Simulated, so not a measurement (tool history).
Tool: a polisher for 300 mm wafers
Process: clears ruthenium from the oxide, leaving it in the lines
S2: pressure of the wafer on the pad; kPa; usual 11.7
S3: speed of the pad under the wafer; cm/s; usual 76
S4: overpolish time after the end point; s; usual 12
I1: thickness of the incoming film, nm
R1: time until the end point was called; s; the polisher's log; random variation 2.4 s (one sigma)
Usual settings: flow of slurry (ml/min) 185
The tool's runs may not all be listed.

{"run": 1, "hour": 0.0, "flow of slurry (ml/min)": 185, "S2": 11.7, "S3": 76, "S4": 12, "I1": 110.9, "R1": 167.2}
{"hour": 61.7, "done": "worn pad replaced by a new one"}
{"run": 2, "hour": 65.6, "flow of slurry (ml/min)": 185, "S2": 11.7, "S3": 76, "S4": 12, "I1": 110.4, "R1": 164.1}
{"run": 3, "hour": 123.6, "flow of slurry (ml/min)": 160, "S2": 8.3, "S3": 76, "S4": 12, "I1": 111.6, "R1": 245.3}
{"run": 4, "hour": 156.3, "flow of slurry (ml/min)": 160, "S2": 8.3, "S3": 76, "S4": 12, "I1": 111.6, "R1": 246.6}
{"run": 5, "hour": 223.7, "flow of slurry (ml/min)": 160, "S2": 8.3, "S3": 76, "S4": 12, "I1": 109.5, "R1": 248.1}
{"hour": 257.3, "done": "worn pad replaced by a new one"}
{"run": 6, "hour": 268.5, "flow of slurry (ml/min)": 185, "S2": 11.7, "S3": 76, "S4": 12, "I1": 111.2, "R1": 177.0}
{"run": 7, "hour": 333.5, "flow of slurry (ml/min)": 185, "S2": 11.7, "S3": 76, "S4": 12, "I1": 109.6, "R1": 175.1}
{"run": 8, "hour": 386.1, "flow of slurry (ml/min)": 185, "S2": 11.7, "S3": 76, "S4": 12, "I1": 112.4, "R1": 179.5}
{"hour": 392.5, "done": "head pressure recalibrated"}
{"run": 9, "hour": 449.5, "flow of slurry (ml/min)": 185, "S2": 11.7, "S3": 76, "S4": 12, "I1": 110.3, "R1": 173.6}
{"hour": 497.6, "done": "worn pad replaced by a new one"}
{"run": 10, "hour": 498.6, "flow of slurry (ml/min)": 185, "S2": 11.7, "S3": 76, "S4": 12, "I1": 109.1, "R1": 173.8}
{"hour": 526.8, "done": "slurry nozzle cleaned"}
{"run": 11, "hour": 560.5, "flow of slurry (ml/min)": 185, "S2": 11.7, "S3": 76, "S4": 12, "I1": 110.7, "R1": 163.6}
{"run": 12, "hour": 630.5, "flow of slurry (ml/min)": 185, "S2": 8.3, "S3": 94, "S4": 12, "I1": 110.5, "R1": 186.1}
{"run": 13, "hour": 678.1, "flow of slurry (ml/min)": 165, "S2": 11.7, "S3": 96, "S4": 17, "I1": 109.8, "R1": 139.6}
{"hour": 703.2, "done": "worn pad replaced by a new one"}
{"run": 14, "hour": 710.0, "flow of slurry (ml/min)": 185, "S2": 11.7, "S3": 76, "S4": 12, "I1": 109.4, "R1": 165.5}
{"run": 15, "hour": 743.9, "flow of slurry (ml/min)": 225, "S2": 11.7, "S3": 76, "S4": 12, "I1": 111.1, "R1": 168.1}
{"run": 16, "hour": 774.8, "flow of slurry (ml/min)": 185, "S2": 9.0, "S3": 76, "S4": 12, "I1": 110.9, "R1": 221.9}
{"run": 17, "hour": 815.3, "flow of slurry (ml/min)": 150, "S2": 15.2, "S3": 68, "S4": 17, "I1": 108.9, "R1": 156.6}
{"hour": 848.0, "done": "head pressure recalibrated"}
{"run": 18, "hour": 864.7, "flow of slurry (ml/min)": 185, "S2": 13.1, "S3": 66, "S4": 7, "I1": 108.0, "R1": 178.6}
{"run": 19, "hour": 901.9, "flow of slurry (ml/min)": 185, "S2": 11.7, "S3": 76, "S4": 12, "I1": 110.1, "R1": 173.1}
{"hour": 938.4, "done": "worn pad replaced by a new one"}
{"run": 20, "hour": 950.0, "flow of slurry (ml/min)": 165, "S2": 11.7, "S3": 76, "S4": 8, "I1": 108.5, "R1": 175.3}
{"run": 21, "hour": 995.7, "flow of slurry (ml/min)": 185, "S2": 11.7, "S3": 76, "S4": 12, "I1": 110.1, "R1": 175.6}
{"run": 22, "hour": 1046.8, "flow of slurry (ml/min)": 155, "S2": 11.7, "S3": 50, "S4": 10, "I1": 109.0, "R1": 273.8}
{"run": 23, "hour": 1089.2, "flow of slurry (ml/min)": 125, "S2": 8.3, "S3": 52, "S4": 12, "I1": 110.4, "R1": 402.1}

3 ways to go on from here, each from the tool as it stands after run 23. What would each give?
{"run": "A", "hour": 1089.7, "flow of slurry (ml/min)": 185, "S2": 11.7, "S3": 76, "S4": 7, "I1": 108.4, "R1": "?"}
{"run": "B", "hour": 1089.7, "flow of slurry (ml/min)": 165, "S2": 11.7, "S3": 76, "S4": 12, "I1": 108.4, "R1": "?"}
{"run": "C", "hour": 1089.7, "flow of slurry (ml/min)": 185, "S2": 11.7, "S3": 94, "S4": 10, "I1": 108.4, "R1": "?"}

run=A R1=178.3
run=B R1=183.7
run=C R1=144.1
Without the tool's hidden state the same runs would have given:
run=A R1=159.6
run=B R1=162.4
run=C R1=129.0

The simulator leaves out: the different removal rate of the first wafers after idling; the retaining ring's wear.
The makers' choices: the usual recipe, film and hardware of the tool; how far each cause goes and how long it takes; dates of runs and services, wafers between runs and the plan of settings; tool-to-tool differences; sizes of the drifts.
